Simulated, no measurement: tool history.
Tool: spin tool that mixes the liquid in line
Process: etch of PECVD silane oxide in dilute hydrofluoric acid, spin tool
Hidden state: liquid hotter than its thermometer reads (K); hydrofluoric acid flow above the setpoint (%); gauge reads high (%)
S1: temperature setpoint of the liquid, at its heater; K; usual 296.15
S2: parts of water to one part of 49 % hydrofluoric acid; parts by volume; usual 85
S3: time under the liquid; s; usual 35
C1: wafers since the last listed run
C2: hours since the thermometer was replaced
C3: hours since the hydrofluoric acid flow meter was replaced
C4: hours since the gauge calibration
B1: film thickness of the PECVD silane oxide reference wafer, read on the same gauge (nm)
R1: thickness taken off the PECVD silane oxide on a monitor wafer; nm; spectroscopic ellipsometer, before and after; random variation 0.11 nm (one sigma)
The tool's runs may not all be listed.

Run 1, hour 0: usual settings but S3 25 s; C1 0; C2 2214.6; C3 292.2; C4 147.2; B1 59.96. Result: R1 10.16 nm.
Run 2, hour 16: usual settings but S1 298.65 K; C1 196; C2 2230.6; C3 308.2; C4 163.2; B1 60. Result: R1 15.75 nm.
Run 3, hour 26.3: usual settings but S1 298.65 K; C1 126; C2 2240.9; C3 318.5; C4 173.5; B1 59.99. Result: R1 15.76 nm.
Run 4, hour 33.7: usual settings but S2 65 parts by volume; C1 90; C2 2248.3; C3 325.9; C4 180.9; B1 60. Result: R1 19.15 nm.
Run 5, hour 71: usual settings but S2 65 parts by volume; C1 457; C2 2285.6; C3 363.2; C4 218.2; B1 59.98. Result: R1 19.49 nm.
Run 6, hour 77.1: usual settings but S2 60 parts by volume, S3 25 s; C1 74; C2 2291.7; C3 369.3; C4 224.3; B1 60.01. Result: R1 15.07 nm.
Run 7, hour 94.1: usual settings but S2 60 parts by volume, S3 25 s; C1 208; C2 2308.7; C3 386.3; C4 241.3; B1 60.02. Result: R1 14.99 nm.
Run 8, hour 111.1: usual settings; C1 208; C2 2325.7; C3 403.3; C4 258.3; B1 60.03. Result: R1 14.69 nm.
At hour 118.7: gauge calibrated.
Run 9, hour 124.6: usual settings; C1 165; C2 2339.2; C3 416.8; C4 5.9; B1 59.98. Result: R1 14.66 nm.
Run 10, hour 138.3: usual settings but S3 30 s; C1 168; C2 2352.9; C3 430.5; C4 19.6; B1 60. Result: R1 12.55 nm.
Run 11, hour 153: usual settings but S3 30 s; C1 180; C2 2367.6; C3 445.2; C4 34.3; B1 59.97. Result: R1 12.53 nm.
Run 12, hour 163.8: usual settings; C1 132; C2 2378.4; C3 456; C4 45.1; B1 59.98. Result: R1 14.78 nm.
At hour 170.8: hydrofluoric acid flow meter replaced.
At hour 172: thermometer replaced.
Run 13, hour 172.5: usual settings but S3 15 s; C1 82; C2 0.5; C3 1.7; C4 53.8; B1 60.01. Result: R1 5.47 nm.
Run 14, hour 181.7: usual settings; C1 112; C2 9.7; C3 10.9; C4 63; B1 60.02. Result: R1 12.6 nm.
Run 15, hour 188.9: usual settings but S1 299.65 K, S3 55 s; C1 88; C2 16.9; C3 18.1; C4 70.2; B1 60.06. Result: R1 22.79 nm.
Run 16, hour 200.1: usual settings but S1 299.15 K, S2 70 parts by volume, S3 50 s; C1 137; C2 28.1; C3 29.3; C4 81.4; B1 60.02. Result: R1 25.46 nm.
Run 17, hour 212.8: usual settings but S1 293.15 K, S2 100 parts by volume; C1 155; C2 40.8; C3 42; C4 94.1; B1 59.98. Result: R1 9.47 nm.
Run 18, hour 220.3: usual settings but S1 292.15 K, S3 50 s; C1 92; C2 48.3; C3 49.5; C4 101.6; B1 60. Result: R1 15.48 nm.
Run 19, hour 234: usual settings but S1 299.65 K, S2 100 parts by volume, S3 50 s; C1 168; C2 62; C3 63.2; C4 115.3; B1 60. Result: R1 17.62 nm.
Run 20, hour 246.2: usual settings but S1 292.15 K, S2 45 parts by volume, S3 25 s; C1 149; C2 74.2; C3 75.4; C4 127.5; B1 60. Result: R1 15.69 nm.
Run 21, hour 258.4: usual settings; C1 149; C2 86.4; C3 87.6; C4 139.7; B1 59.97. Result: R1 12.93 nm.
Run 22, hour 266.4: usual settings but S1 299.65 K, S2 115 parts by volume, S3 55 s; C1 98; C2 94.4; C3 95.6; C4 147.7; B1 59.99. Result: R1 16.68 nm.

Forecast each of these 5 alternatives for the next run:
Run A, hour 266.8: usual settings; C1 4; C2 94.8; C3 96; C4 148.1; B1 ?. Result: R1 ?.
Run B, hour 266.8: usual settings but S1 291.65 K, S2 100 parts by volume, S3 15 s; C1 4; C2 94.8; C3 96; C4 148.1; B1 ?. Result: R1 ?.
Run C, hour 266.8: usual settings but S1 301.15 K, S2 60 parts by volume, S3 55 s; C1 4; C2 94.8; C3 96; C4 148.1; B1 ?. Result: R1 ?.
Run D, hour 266.8: usual settings but S1 298.15 K, S3 20 s; C1 4; C2 94.8; C3 96; C4 148.1; B1 ?. Result: R1 ?.
Run E, hour 266.8: usual settings but S2 95 parts by volume; C1 4; C2 94.8; C3 96; C4 148.1; B1 ?. Result: R1 ?.

run     B1     R1
  A  60.05  12.97
  B  60.05   3.86
  C  60.05  36.42
  D  60.05   8.03
  E  60.05  11.47
Without the tool's hidden state the same runs would have given:
run     R1
  A  12.56
  B   3.74
  C  35.31
  D   7.78
  E  11.11
